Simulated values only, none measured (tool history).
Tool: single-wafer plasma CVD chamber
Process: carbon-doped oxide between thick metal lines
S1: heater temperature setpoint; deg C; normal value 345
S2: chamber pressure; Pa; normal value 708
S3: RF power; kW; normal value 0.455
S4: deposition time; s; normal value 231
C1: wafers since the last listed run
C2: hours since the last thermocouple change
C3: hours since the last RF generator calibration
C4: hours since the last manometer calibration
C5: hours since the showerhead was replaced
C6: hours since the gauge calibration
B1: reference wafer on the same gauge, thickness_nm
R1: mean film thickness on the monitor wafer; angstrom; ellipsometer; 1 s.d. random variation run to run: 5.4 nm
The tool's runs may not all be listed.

run	hour	S1	S2	S3	S4	C1	C2	C3	C4	C5	C6	B1	R1
1	0	345	708	0.455	231	0	58.7	1782.7	2378.2	3551.5	900.6	1132.478	11680.12
2	24.9	345	708	0.455	231	257	83.6	1807.6	2403.1	3576.4	925.5	1133.119	11609.26
3	88.3	345	708	0.455	214	654	147	1871	2466.5	3639.8	988.9	1133.64	10716.7
4	119.9	336	852	0.455	189	326	178.6	1902.6	2498.1	3671.4	1020.5	1135.215	10076.23
# hour 135.1: capacitance manometer re-zeroed and calibrated
5	157.9	330	708	0.515	231	309	216.6	1940.6	22.8	3709.4	1058.5	1134.32	13429.81
6	202.1	345	708	0.51	231	456	260.8	1984.8	67	3753.6	1102.7	1134.933	12706.01
7	272.1	345	708	0.455	231	722	330.8	2054.8	137	3823.6	1172.7	1136.033	11596.73
8	317.7	345	640	0.455	231	470	376.4	2100.4	182.6	3869.2	1218.3	1136.318	11284.22
9	355	336	852	0.455	189	385	413.7	2137.7	219.9	3906.5	1255.6	1135.515	10041.17
10	390.7	345	595	0.455	231	368	449.4	2173.4	255.6	3942.2	1291.3	1137.701	11303.84
11	428.9	345	708	0.455	186	394	487.6	2211.6	293.8	3980.4	1329.5	1136.628	9256.46
12	456	334	708	0.455	274	279	514.7	2238.7	320.9	4007.5	1356.6	1136.071	14364.45
# hour 464.2: RF generator calibrated
# hour 506.6: showerhead replaced
13	507.1	341	708	0.455	231	362	565.8	42.9	372	0.5	1407.7	1137.245	11840.17
14	562.6	352	708	0.455	231	573	621.3	98.4	427.5	56	1463.2	1137.189	11410.32
15	764.9	331	543	0.455	271	2089	823.6	300.7	629.8	258.3	1665.5	1140.035	13703.08
# hour 811.4: gauge calibrated
16	832.8	345	592	0.455	231	701	891.5	368.6	697.7	326.2	21.4	1098.594	10841.76
17	857.5	345	708	0.455	268	255	916.2	393.3	722.4	350.9	46.1	1100.728	13055.44
18	913.6	332	783	0.455	231	579	972.3	449.4	778.5	407	102.2	1103.651	11897.03
19	950.3	336	584	0.38	231	379	1009	486.1	815.2	443.7	138.9	1105.777	9347.81
20	1006.3	345	708	0.51	231	578	1065	542.1	871.2	499.7	194.9	1110.44	12364.75
21	1071.8	345	708	0.455	268	676	1130.5	607.6	936.7	565.2	260.4	1112.205	13111.7
22	1141.6	345	776	0.455	231	720	1200.3	677.4	1006.5	635	330.2	1115.238	11515.64
23	1200.1	337	813	0.545	231	604	1258.8	735.9	1065	693.5	388.7	1115.997	13789.23
24	1244.7	345	799	0.515	231	460	1303.4	780.5	1109.6	738.1	433.3	1118.543	12818
25	1292.9	359	708	0.52	231	497	1351.6	828.7	1157.8	786.3	481.5	1118.31	12236.17
26	1350.1	330	708	0.515	231	590	1408.8	885.9	1215	843.5	538.7	1120.126	13185.82
27	1395.7	345	823	0.455	231	470	1454.4	931.5	1260.6	889.1	584.3	1121.383	11605.54

Hidden condition of the tool, last listed run before each entry between runs versus first listed run after:
Logged between run 4 and run 5: capacitance manometer re-zeroed and calibrated (hour 135.1)
  gauge reads high (%): 3.11 -> 3.14
  measured value less the no-hidden-state value, R1: +303.98 -> +409.35 angstrom
Logged between run 12 and run 13: RF generator calibrated (hour 464.2); showerhead replaced (hour 506.6)
  gauge reads high (%): 3.34 -> 3.36
  measured value less the no-hidden-state value, R1: +464.13 -> +385.25 angstrom
Logged between run 15 and run 16: gauge calibrated (hour 811.4)
  gauge reads high (%): 3.46 -> 0.0105
  measured value less the no-hidden-state value, R1: +457.83 -> +1.14 angstrom
